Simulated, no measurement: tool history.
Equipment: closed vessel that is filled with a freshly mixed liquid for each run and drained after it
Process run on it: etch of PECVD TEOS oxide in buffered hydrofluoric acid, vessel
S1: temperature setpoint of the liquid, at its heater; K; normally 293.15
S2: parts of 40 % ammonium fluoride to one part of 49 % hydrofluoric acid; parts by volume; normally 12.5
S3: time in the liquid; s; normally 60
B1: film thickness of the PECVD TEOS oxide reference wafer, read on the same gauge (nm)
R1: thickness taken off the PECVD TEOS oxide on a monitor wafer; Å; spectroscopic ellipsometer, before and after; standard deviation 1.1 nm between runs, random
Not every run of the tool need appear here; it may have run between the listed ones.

run 1 hour=0.0 | S1=293.15 S2=16.0 S3=60 | B1=120.00 | R1=979.4
run 2 hour=18.4 | S1=293.15 S2=16.0 S3=60 | B1=120.00 | R1=980.6
run 3 hour=53.6 | S1=293.15 S2=16.0 S3=60 | B1=120.04 | R1=982.7
run 4 hour=81.2 | S1=293.15 S2=12.5 S3=60 | B1=120.03 | R1=1236.6
run 5 hour=98.8 | S1=293.15 S2=12.5 S3=60 | B1=120.03 | R1=1248.6
run 6 hour=129.5 | S1=296.65 S2=14.0 S3=60 | B1=119.98 | R1=1333.5
run 7 hour=159.6 | S1=296.65 S2=14.0 S3=60 | B1=119.95 | R1=1253.1
run 8 hour=179.6 | S1=293.15 S2=12.5 S3=60 | B1=119.96 | R1=1140.3
run 9 hour=194.6 | S1=293.15 S2=12.5 S3=60 | B1=120.03 | R1=1141.0
run 10 hour=207.5 | S1=293.15 S2=8.0 S3=85 | B1=120.02 | R1=2457.4
run 11 hour=231.4 | S1=290.65 S2=12.5 S3=70 | B1=119.99 | R1=1352.8
run 12 hour=250.0 | S1=293.15 S2=12.5 S3=60 | B1=119.99 | R1=1334.4
run 13 hour=278.8 | S1=290.65 S2=12.5 S3=40 | B1=119.97 | R1=777.2
run 14 hour=305.6 | S1=293.15 S2=12.5 S3=60 | B1=120.02 | R1=1334.9
run 15 hour=318.8 | S1=295.15 S2=12.5 S3=80 | B1=120.05 | R1=1982.2
run 16 hour=343.0 | S1=296.15 S2=16.5 S3=30 | B1=119.96 | R1=594.9
run 17 hour=363.0 | S1=290.15 S2=14.5 S3=60 | B1=120.00 | R1=964.7
run 18 hour=377.9 | S1=293.15 S2=12.5 S3=60 | B1=120.00 | R1=1316.6
run 19 hour=411.7 | S1=290.15 S2=9.0 S3=40 | B1=120.04 | R1=998.6

Taken out of this log: 4 entries between the listed runs. Where each belongs, and how the hidden state differs across it:
Runs 6 to 7: hydrofluoric acid flow meter replaced (hour 146.5)
  hydrofluoric acid flow below the setpoint (%): 7.88 -> 15.2
  difference, measured minus the result without the unlogged condition, R1: -111.8 -> -220.6 Å
Runs 7 to 8: gauge calibrated (hour 169.6)
  hydrofluoric acid flow below the setpoint (%): 15.2 -> 15.3
  difference, measured minus the result without the unlogged condition, R1: -220.6 -> -202.6 Å
Runs 10 to 11: hydrofluoric acid flow meter replaced, repeated, since the last time left the tool worse (hour 216.6)
  hydrofluoric acid flow below the setpoint (%): 15.5 -> 0.872
  difference, measured minus the result without the unlogged condition, R1: -426.3 -> -11.7 Å
Runs 13 to 14: thermometer replaced (hour 302.0)
  hydrofluoric acid flow below the setpoint (%): 1.2 -> 1.39
  difference, measured minus the result without the unlogged condition, R1: -9.3 -> -18.4 Å

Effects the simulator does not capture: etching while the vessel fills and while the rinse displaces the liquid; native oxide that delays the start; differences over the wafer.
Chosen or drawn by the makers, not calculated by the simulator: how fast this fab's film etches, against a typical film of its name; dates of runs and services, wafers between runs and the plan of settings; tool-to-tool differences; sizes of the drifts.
